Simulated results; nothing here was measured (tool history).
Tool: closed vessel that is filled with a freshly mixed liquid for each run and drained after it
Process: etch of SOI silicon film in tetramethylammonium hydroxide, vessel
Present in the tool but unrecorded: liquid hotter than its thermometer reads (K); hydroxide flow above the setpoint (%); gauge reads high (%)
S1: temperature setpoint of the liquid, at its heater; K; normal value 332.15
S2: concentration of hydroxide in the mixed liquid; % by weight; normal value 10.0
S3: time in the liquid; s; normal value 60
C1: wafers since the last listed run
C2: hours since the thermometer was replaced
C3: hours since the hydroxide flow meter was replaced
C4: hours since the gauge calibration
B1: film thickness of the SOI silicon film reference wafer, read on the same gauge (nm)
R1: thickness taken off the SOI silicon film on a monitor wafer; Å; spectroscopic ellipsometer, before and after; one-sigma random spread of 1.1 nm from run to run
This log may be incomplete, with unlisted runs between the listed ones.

| run | hour | S1 | S2 | S3 | C1 | C2 | C3 | C4 | B1 | R1 |
|---|---|---|---|---|---|---|---|---|---|---|
| 1 | 0.0 | 332.15 | 10.0 | 60 | 0 | 1590.8 | 435.0 | 228.6 | 139.99 | 2358.7 |
| 2 | 6.7 | 332.15 | 8.0 | 60 | 885 | 1597.5 | 441.7 | 235.3 | 140.03 | 2582.2 |
| 3 | 24.5 | 332.15 | 8.0 | 60 | 2352 | 1615.3 | 459.5 | 253.1 | 140.01 | 2574.3 |
| 4 | 31.0 | 332.15 | 8.0 | 60 | 858 | 1621.8 | 466.0 | 259.6 | 140.00 | 2575.9 |
| 5 | 45.0 | 336.65 | 10.0 | 60 | 1850 | 1635.8 | 480.0 | 273.6 | 140.03 | 3147.0 |
| 6 | 60.5 | 336.65 | 10.0 | 60 | 2048 | 1651.3 | 495.5 | 289.1 | 140.01 | 3113.1 |
| 7 | 95.4 | 336.65 | 10.0 | 60 | 4611 | 1686.2 | 530.4 | 324.0 | 140.01 | 3109.8 |
| 8 | 109.8 | 332.15 | 10.0 | 50 | 1902 | 1700.6 | 544.8 | 338.4 | 140.00 | 1986.7 |
| 9 | 125.6 | 332.15 | 10.0 | 50 | 2087 | 1716.4 | 560.6 | 354.2 | 139.99 | 1981.0 |
|  | 137.5 | thermometer replaced |
| 10 | 144.2 | 332.15 | 12.0 | 60 | 2325 | 6.7 | 579.2 | 372.8 | 140.01 | 2396.2 |
| 11 | 154.3 | 332.15 | 12.0 | 60 | 1334 | 16.8 | 589.3 | 382.9 | 139.99 | 2422.4 |
| 12 | 162.0 | 332.15 | 10.0 | 60 | 1017 | 24.5 | 597.0 | 390.6 | 140.01 | 2560.3 |
| 13 | 179.9 | 332.15 | 10.0 | 60 | 2365 | 42.4 | 614.9 | 408.5 | 139.99 | 2575.7 |
|  | 181.2 | hydroxide flow meter replaced |
| 14 | 195.9 | 332.15 | 10.0 | 60 | 1982 | 58.4 | 14.7 | 424.5 | 140.00 | 2574.4 |
| 15 | 203.3 | 332.15 | 10.0 | 60 | 977 | 65.8 | 22.1 | 431.9 | 140.04 | 2576.8 |
|  | 211.2 | gauge calibrated |
| 16 | 214.5 | 332.15 | 10.0 | 60 | 1480 | 77.0 | 33.3 | 3.3 | 140.01 | 2546.6 |
|  | 225.0 | thermometer replaced, repeated, since the last time left the tool worse |
| 17 | 227.2 | 336.65 | 10.0 | 60 | 1546 | 2.2 | 46.0 | 16.0 | 140.01 | 2771.9 |
| 18 | 242.5 | 332.15 | 10.0 | 60 | 2021 | 17.5 | 61.3 | 31.3 | 140.00 | 2116.4 |
| 19 | 255.4 | 334.65 | 7.5 | 95 | 1704 | 30.4 | 74.2 | 44.2 | 139.99 | 4354.3 |
| 20 | 267.9 | 326.65 | 12.5 | 60 | 1651 | 42.9 | 86.7 | 56.7 | 140.03 | 1377.8 |
| 21 | 281.6 | 329.65 | 11.5 | 90 | 1810 | 56.6 | 100.4 | 70.4 | 140.00 | 2597.3 |
| 22 | 293.0 | 325.15 | 10.0 | 60 | 1506 | 68.0 | 111.8 | 81.8 | 140.02 | 1354.9 |
| 23 | 300.7 | 337.15 | 10.0 | 60 | 1017 | 75.7 | 119.5 | 89.5 | 139.99 | 2895.9 |
| 24 | 306.7 | 335.65 | 7.5 | 60 | 792 | 81.7 | 125.5 | 95.5 | 140.01 | 2949.2 |
| 25 | 315.1 | 335.65 | 8.5 | 60 | 1110 | 90.1 | 133.9 | 103.9 | 140.00 | 2821.6 |
| 26 | 331.2 | 332.15 | 10.0 | 60 | 2127 | 106.2 | 150.0 | 120.0 | 140.00 | 2137.7 |
| 27 | 346.2 | 332.15 | 10.0 | 60 | 1982 | 121.2 | 165.0 | 135.0 | 140.01 | 2144.1 |
| 28 | 357.4 | 332.15 | 10.0 | 60 | 1480 | 132.4 | 176.2 | 146.2 | 139.97 | 2132.4 |
| 29 | 372.6 | 337.65 | 12.5 | 30 | 2008 | 147.6 | 191.4 | 161.4 | 140.00 | 1388.4 |
| 30 | 379.3 | 339.65 | 10.0 | 85 | 885 | 154.3 | 198.1 | 168.1 | 140.00 | 4860.6 |
| 31 | 391.0 | 337.15 | 8.5 | 85 | 1546 | 166.0 | 209.8 | 179.8 | 140.00 | 4400.7 |

Branching from run 31: 4 alternative next runs. What would each branch give?
| A | 391.7 | 332.15 | 7.5 | 60 | 92 | 166.7 | 210.5 | 180.5 | ? | ? |
| B | 391.7 | 338.15 | 11.0 | 30 | 92 | 166.7 | 210.5 | 180.5 | ? | ? |
| C | 391.7 | 338.15 | 11.5 | 60 | 92 | 166.7 | 210.5 | 180.5 | ? | ? |
| D | 391.7 | 335.15 | 10.0 | 30 | 92 | 166.7 | 210.5 | 180.5 | ? | ? |

| run | B1 | R1 |
|---|---|---|
| A | 140.02 | 2378.4 |
| B | 140.02 | 1506.5 |
| C | 140.02 | 2963.7 |
| D | 140.02 | 1296.1 |
With the hidden condition removed and each run's random variation left untouched, the same runs would have given:
| run | R1 |
|---|---|
| A | 2330.9 |
| B | 1477.7 |
| C | 2907.0 |
| D | 1270.9 |
